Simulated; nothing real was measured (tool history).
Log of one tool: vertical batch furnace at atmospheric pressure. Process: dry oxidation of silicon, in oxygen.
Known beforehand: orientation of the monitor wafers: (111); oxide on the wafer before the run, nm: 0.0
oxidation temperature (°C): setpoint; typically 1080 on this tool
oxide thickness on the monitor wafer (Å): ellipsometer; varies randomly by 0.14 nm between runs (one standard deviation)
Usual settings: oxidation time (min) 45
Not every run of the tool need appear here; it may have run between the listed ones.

| run | day | oxidation temperature (°C) | oxidation time (min) | wafers since the last listed run | hours since the last temperature calibration | hours since the boat lift was adjusted | hours since the gauge calibration | read-back reference wafer on the same gauge, thickness | oxide thickness on the monitor wafer (Å) |
|---|---|---|---|---|---|---|---|---|---|
| 1 | 0 | 1072 | 38.5 | 0 | 2155.1 | 2355.9 | 36.3 | 85.36 | 824.7 |
| 2 | 0.733 | 1080 | 33 | 354 | 2172.7 | 2373.5 | 53.9 | 85.42 | 791.3 |
| 3 | 1.008 | 1080 | 33 | 132 | 2179.3 | 2380.1 | 60.5 | 85.48 | 790.1 |
| 4 | 1.567 | 1080 | 45 | 269 | 2192.7 | 2393.5 | 73.9 | 85.52 | 963 |
| 5 | 1.925 | 1080 | 45 | 173 | 2201.3 | 2402.1 | 82.5 | 85.54 | 964.6 |
| 6 | 2.621 | 1080 | 45 | 336 | 2218 | 2418.8 | 99.2 | 85.6 | 964.4 |
| 7 | 2.95 | 1080 | 45 | 159 | 2225.9 | 2426.7 | 107.1 | 85.61 | 962.4 |
| 8 | 3.204 | 1080 | 45 | 122 | 2232 | 2432.8 | 113.2 | 85.67 | 963 |
|  | 4.362 | gauge calibrated |
|  | 4.379 | thermocouples replaced and temperature profile calibrated |
| 9 | 4.4 | 1080 | 45 | 94 | 0.5 | 2461.5 | 0.9 | 85.2 | 957.5 |
| 10 | 4.571 | 1080 | 45 | 82 | 4.6 | 2465.6 | 5 | 85.2 | 961.1 |
| 11 | 4.738 | 1080 | 45 | 80 | 8.6 | 2469.6 | 9 | 85.28 | 962.7 |
|  | 5.975 | boat lift adjusted |
| 12 | 5.996 | 1080 | 45 | 124 | 38.8 | 0.5 | 39.2 | 85.32 | 961.2 |
| 13 | 6.162 | 1080 | 45 | 80 | 42.8 | 4.5 | 43.2 | 85.32 | 961.9 |
| 14 | 6.333 | 1080 | 45 | 82 | 46.9 | 8.6 | 47.3 | 85.38 | 959.2 |
| 15 | 7.029 | 1090 | 25 | 336 | 63.6 | 25.3 | 64 | 85.37 | 715.4 |
| 16 | 7.4 | 1092 | 60 | 179 | 72.5 | 34.2 | 72.9 | 85.47 | 1249.5 |
| 17 | 7.65 | 1094 | 22.5 | 120 | 78.5 | 40.2 | 78.9 | 85.47 | 688.8 |
| 18 | 8.342 | 1092 | 61.5 | 334 | 95.1 | 56.8 | 95.5 | 85.49 | 1266.7 |
| 19 | 8.754 | 1089 | 32 | 199 | 105 | 66.7 | 105.4 | 85.59 | 831.4 |
| 20 | 9.129 | 1080 | 45 | 181 | 114 | 75.7 | 114.4 | 85.59 | 964.3 |
| 21 | 9.412 | 1073 | 60 | 136 | 120.8 | 82.5 | 121.2 | 85.59 | 1101.8 |
| 22 | 10.117 | 1080 | 45 | 340 | 137.7 | 99.4 | 138.1 | 85.68 | 963.2 |
| 23 | 10.588 | 1080 | 45 | 227 | 149 | 110.7 | 149.4 | 85.71 | 963 |
| 24 | 11.033 | 1080 | 57.5 | 215 | 159.7 | 121.4 | 160.1 | 85.76 | 1126.6 |
| 25 | 11.354 | 1060 | 45 | 154 | 167.4 | 129.1 | 167.8 | 85.77 | 845.7 |
|  | 11.762 | gauge calibrated |
| 26 | 12.054 | 1057 | 57.5 | 338 | 184.2 | 145.9 | 7 | 85.32 | 968.8 |
| 27 | 12.638 | 1080 | 45 | 281 | 198.2 | 159.9 | 21 | 85.32 | 961 |

Consider 4 possible next runs. They are alternatives, not a sequence: every one starts from the tool as it was left by run 27. What does each give?
| A | 12.808 | 1071 | 45 | 82 | 202.3 | 164 | 25.1 | ? | ? |
| B | 12.808 | 1104 | 45 | 82 | 202.3 | 164 | 25.1 | ? | ? |
| C | 12.808 | 1099 | 45 | 82 | 202.3 | 164 | 25.1 | ? | ? |
| D | 12.808 | 1080 | 56 | 82 | 202.3 | 164 | 25.1 | ? | ? |

| run | read-back reference wafer on the same gauge, thickness | oxide thickness on the monitor wafer (Å) |
|---|---|---|
| A | 85.36 | 905.6 |
| B | 85.36 | 1126.6 |
| C | 85.36 | 1094.3 |
| D | 85.36 | 1102 |
Had the tool no hidden state, the same runs would have come out as:
| run | oxide thickness on the monitor wafer (Å) |
|---|---|
| A | 904.9 |
| B | 1125.6 |
| C | 1093.4 |
| D | 1101.1 |

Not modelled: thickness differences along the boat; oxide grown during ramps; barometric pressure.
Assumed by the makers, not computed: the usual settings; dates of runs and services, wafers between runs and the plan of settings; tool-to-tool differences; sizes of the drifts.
